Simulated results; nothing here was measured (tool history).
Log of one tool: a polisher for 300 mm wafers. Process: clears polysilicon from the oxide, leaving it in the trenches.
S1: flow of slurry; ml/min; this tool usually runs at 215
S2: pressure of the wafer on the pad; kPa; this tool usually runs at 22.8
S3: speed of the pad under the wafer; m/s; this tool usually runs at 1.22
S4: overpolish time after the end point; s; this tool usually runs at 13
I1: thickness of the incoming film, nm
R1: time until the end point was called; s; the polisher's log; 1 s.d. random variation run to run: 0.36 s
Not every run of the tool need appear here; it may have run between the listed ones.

Run 1, hour 0: usual settings but S2 16.5 kPa; I1 399.9. Result: R1 29 s.
Run 2, hour 34.5: usual settings but S3 0.92 m/s; I1 407.6. Result: R1 26.8 s.
Run 3, hour 57.8: usual settings but S3 0.92 m/s; I1 395.9. Result: R1 26.2 s.
Run 4, hour 79.4: usual settings but S3 1.46 m/s; I1 397.7. Result: R1 18.5 s.
Run 5, hour 104.4: usual settings; I1 399.9. Result: R1 22.4 s.
At hour 146.4: worn pad replaced by a new one.
Run 6, hour 176.1: usual settings; I1 392.8. Result: R1 19.5 s.
Run 7, hour 193.4: usual settings; I1 403.6. Result: R1 21.9 s.
Run 8, hour 211.3: usual settings; I1 401.1. Result: R1 21.6 s.
Run 9, hour 239.6: usual settings; I1 397.3. Result: R1 21.6 s.
Run 10, hour 255.2: usual settings; I1 395.3. Result: R1 21.7 s.
Run 11, hour 271.9: usual settings; I1 401. Result: R1 22.3 s.
Run 12, hour 294.9: usual settings; I1 400.5. Result: R1 22.3 s.
At hour 314.3: worn pad replaced by a new one.
Run 13, hour 314.8: usual settings but S2 28.3 kPa; I1 402.4. Result: R1 16.3 s.
Run 14, hour 335.8: usual settings; I1 406.8. Result: R1 21.6 s.
Run 15, hour 352.6: usual settings but S2 31 kPa; I1 400.5. Result: R1 16.2 s.
Run 16, hour 384.8: usual settings but S1 195 ml/min, S2 26.2 kPa, S3 1.6 m/s; I1 400.1. Result: R1 15.6 s.
Run 17, hour 407.9: usual settings but S1 255 ml/min; I1 396.3. Result: R1 21.4 s.
At hour 426.1: slurry nozzle cleaned.
Run 18, hour 442.2: usual settings; I1 400.6. Result: R1 22.5 s.
Run 19, hour 456.4: usual settings but S4 15 s; I1 403.3. Result: R1 22.9 s.

Run 20, settings as shown, results not yet in. Your forecast:
At hour 461.9: head pressure recalibrated.
At hour 475.4: worn pad replaced by a new one.
Run 20, hour 489.3: usual settings but S2 31 kPa, S3 1.48 m/s, S4 19 s; I1 398.5. Result: R1 ?.

R1: 12.9 s
Had the tool carried no hidden state, the very same run would have given R1 12.6 s.

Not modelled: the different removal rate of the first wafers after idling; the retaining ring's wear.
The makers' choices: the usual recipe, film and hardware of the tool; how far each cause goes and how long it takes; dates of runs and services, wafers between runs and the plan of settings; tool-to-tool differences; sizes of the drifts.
